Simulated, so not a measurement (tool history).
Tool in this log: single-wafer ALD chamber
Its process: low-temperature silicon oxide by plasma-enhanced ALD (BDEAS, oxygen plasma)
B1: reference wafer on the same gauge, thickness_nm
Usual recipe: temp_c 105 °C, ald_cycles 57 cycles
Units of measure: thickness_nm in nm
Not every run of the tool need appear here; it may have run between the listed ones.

run 1 hour=0.0 | temp_c=112 ald_cycles=57 | B1=9.887 | thickness_nm=8.298
run 2 hour=61.3 | temp_c=112 ald_cycles=57 | B1=9.862 | thickness_nm=8.262
run 3 hour=134.5 | temp_c=111 ald_cycles=61 | B1=9.857 | thickness_nm=8.809
run 4 hour=199.6 | temp_c=111 ald_cycles=61 | B1=9.827 | thickness_nm=8.786
run 5 hour=248.2 | temp_c=101 ald_cycles=57 | B1=9.785 | thickness_nm=8.406
run 6 hour=284.0 | temp_c=101 ald_cycles=57 | B1=9.789 | thickness_nm=8.319
run 7 hour=381.2 | temp_c=101 ald_cycles=57 | B1=9.713 | thickness_nm=8.276
-- hour=389.1 gauge calibrated
-- hour=393.3 thermocouple changed; heater temperature recalibrated
run 8 hour=412.1 | temp_c=105 ald_cycles=61 | B1=9.908 | thickness_nm=8.995
run 9 hour=463.3 | temp_c=105 ald_cycles=57 | B1=9.883 | thickness_nm=8.357
run 10 hour=519.1 | temp_c=117 ald_cycles=67 | B1=9.884 | thickness_nm=9.666
run 11 hour=579.2 | temp_c=110 ald_cycles=57 | B1=9.861 | thickness_nm=8.279
run 12 hour=626.0 | temp_c=105 ald_cycles=47 | B1=9.848 | thickness_nm=6.964
run 13 hour=692.0 | temp_c=101 ald_cycles=48 | B1=9.858 | thickness_nm=7.041
run 14 hour=745.2 | temp_c=113 ald_cycles=64 | B1=9.801 | thickness_nm=9.192
run 15 hour=809.3 | temp_c=112 ald_cycles=57 | B1=9.770 | thickness_nm=8.175
run 16 hour=868.6 | temp_c=93 ald_cycles=54 | B1=9.731 | thickness_nm=8.119

What if the next run were any one of these 3? Each begins from the tool's condition after run 16:
run A hour=869.1 | temp_c=105 ald_cycles=67 | B1=? | thickness_nm=?
run B hour=869.1 | temp_c=117 ald_cycles=57 | B1=? | thickness_nm=?
run C hour=869.1 | temp_c=93 ald_cycles=50 | B1=? | thickness_nm=?

run=A B1=9.737 thickness_nm=9.691
run=B B1=9.737 thickness_nm=8.046
run=C B1=9.737 thickness_nm=7.514
Take away the tool's hidden state, keep each run's random variation, and the runs would have read:
run=A thickness_nm=9.862
run=B thickness_nm=8.189
run=C thickness_nm=7.647
